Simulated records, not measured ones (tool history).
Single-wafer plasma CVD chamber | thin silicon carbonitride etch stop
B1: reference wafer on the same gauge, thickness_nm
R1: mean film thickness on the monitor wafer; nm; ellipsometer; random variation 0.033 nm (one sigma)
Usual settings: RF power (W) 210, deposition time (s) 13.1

{"run": 1, "day": 0.0, "RF power (W)": 210, "deposition time (s)": 11.1, "B1": 9.38, "R1": 6.764}
{"run": 2, "day": 0.675, "RF power (W)": 210, "deposition time (s)": 11.1, "B1": 9.382, "R1": 6.815}
{"run": 3, "day": 1.142, "RF power (W)": 210, "deposition time (s)": 11.1, "B1": 9.384, "R1": 6.79}
{"run": 4, "day": 1.65, "RF power (W)": 210, "deposition time (s)": 14.9, "B1": 9.388, "R1": 9.137}
{"run": 5, "day": 2.121, "RF power (W)": 210, "deposition time (s)": 14.9, "B1": 9.376, "R1": 9.099}
{"run": 6, "day": 2.783, "RF power (W)": 210, "deposition time (s)": 14.9, "B1": 9.39, "R1": 9.124}
{"day": 3.542, "done": "thermocouple changed; heater temperature recalibrated"}
{"run": 7, "day": 3.562, "RF power (W)": 185, "deposition time (s)": 13.1, "B1": 9.397, "R1": 7.481}
{"run": 8, "day": 3.954, "RF power (W)": 185, "deposition time (s)": 13.1, "B1": 9.399, "R1": 7.462}
{"run": 9, "day": 4.45, "RF power (W)": 195, "deposition time (s)": 13.1, "B1": 9.373, "R1": 7.668}
{"run": 10, "day": 5.038, "RF power (W)": 210, "deposition time (s)": 13.1, "B1": 9.392, "R1": 7.97}
{"run": 11, "day": 5.525, "RF power (W)": 210, "deposition time (s)": 13.1, "B1": 9.382, "R1": 7.971}
{"run": 12, "day": 5.817, "RF power (W)": 210, "deposition time (s)": 13.1, "B1": 9.395, "R1": 7.954}
{"day": 6.238, "done": "showerhead replaced"}
{"run": 13, "day": 6.258, "RF power (W)": 210, "deposition time (s)": 13.1, "B1": 9.401, "R1": 7.964}
{"run": 14, "day": 6.7, "RF power (W)": 210, "deposition time (s)": 13.1, "B1": 9.399, "R1": 7.936}
{"run": 15, "day": 7.329, "RF power (W)": 170, "deposition time (s)": 13.1, "B1": 9.381, "R1": 7.017}
{"run": 16, "day": 7.762, "RF power (W)": 210, "deposition time (s)": 13.1, "B1": 9.395, "R1": 7.976}
{"run": 17, "day": 8.046, "RF power (W)": 210, "deposition time (s)": 13.1, "B1": 9.377, "R1": 8.019}
{"run": 18, "day": 8.633, "RF power (W)": 210, "deposition time (s)": 11.6, "B1": 9.394, "R1": 7.038}
{"run": 19, "day": 9.133, "RF power (W)": 225, "deposition time (s)": 13.1, "B1": 9.38, "R1": 8.26}
{"run": 20, "day": 9.812, "RF power (W)": 210, "deposition time (s)": 13.1, "B1": 9.38, "R1": 7.888}
{"day": 10.517, "done": "gauge calibrated"}
{"run": 21, "day": 10.554, "RF power (W)": 210, "deposition time (s)": 13.1, "B1": 9.393, "R1": 7.918}
{"run": 22, "day": 10.871, "RF power (W)": 245, "deposition time (s)": 15.6, "B1": 9.405, "R1": 10.201}
{"run": 23, "day": 11.529, "RF power (W)": 175, "deposition time (s)": 14.9, "B1": 9.403, "R1": 8.184}
{"run": 24, "day": 12.012, "RF power (W)": 225, "deposition time (s)": 10.5, "B1": 9.394, "R1": 6.559}
{"day": 12.896, "done": "RF generator calibrated"}
{"run": 25, "day": 12.917, "RF power (W)": 210, "deposition time (s)": 14.6, "B1": 9.392, "R1": 9.246}
{"run": 26, "day": 13.429, "RF power (W)": 245, "deposition time (s)": 13.1, "B1": 9.39, "R1": 8.956}
{"run": 27, "day": 13.696, "RF power (W)": 170, "deposition time (s)": 11.4, "B1": 9.38, "R1": 6.458}
{"run": 28, "day": 14.225, "RF power (W)": 210, "deposition time (s)": 13.1, "B1": 9.398, "R1": 8.247}
{"run": 29, "day": 14.854, "RF power (W)": 180, "deposition time (s)": 12.3, "B1": 9.391, "R1": 7.176}
{"run": 30, "day": 15.246, "RF power (W)": 245, "deposition time (s)": 12.2, "B1": 9.394, "R1": 8.329}
{"run": 31, "day": 15.662, "RF power (W)": 170, "deposition time (s)": 14.5, "B1": 9.382, "R1": 8.207}
{"run": 32, "day": 16.267, "RF power (W)": 170, "deposition time (s)": 14.1, "B1": 9.379, "R1": 7.959}
{"run": 33, "day": 16.779, "RF power (W)": 210, "deposition time (s)": 13.1, "B1": 9.399, "R1": 8.289}
{"run": 34, "day": 17.225, "RF power (W)": 210, "deposition time (s)": 13.1, "B1": 9.392, "R1": 8.352}
{"run": 35, "day": 17.633, "RF power (W)": 185, "deposition time (s)": 14.8, "B1": 9.398, "R1": 8.736}
{"run": 36, "day": 18.246, "RF power (W)": 180, "deposition time (s)": 15.2, "B1": 9.397, "R1": 8.79}

Some steps in R1 between neighbouring runs. How much of each would the tool show without its hidden state too (settings, what came in, random variation), and how much is left for the hidden state, with any gauge scatter that isn't in both results?
The hidden state here: wafer temperature above the value expected at the setpoint (K); delivered RF power above the setpoint (%); gauge reads high (%).
Run 3 -> 4: deposition time (s) 11.1 -> 14.9. R1 +2.347 nm: hidden state -0.099, all else +2.446.
Run 21 -> 22: RF power (W) 210 -> 245, deposition time (s) 13.1 -> 15.6. R1 +2.283 nm: hidden state -0.119, all else +2.402.
Run 24 -> 25: RF power (W) 225 -> 210, deposition time (s) 10.5 -> 14.6, RF generator calibrated. R1 +2.687 nm: hidden state +0.325, all else +2.362.
Run 26 -> 27: RF power (W) 245 -> 170, deposition time (s) 13.1 -> 11.4. R1 -2.498 nm: hidden state +0.004, all else -2.502.
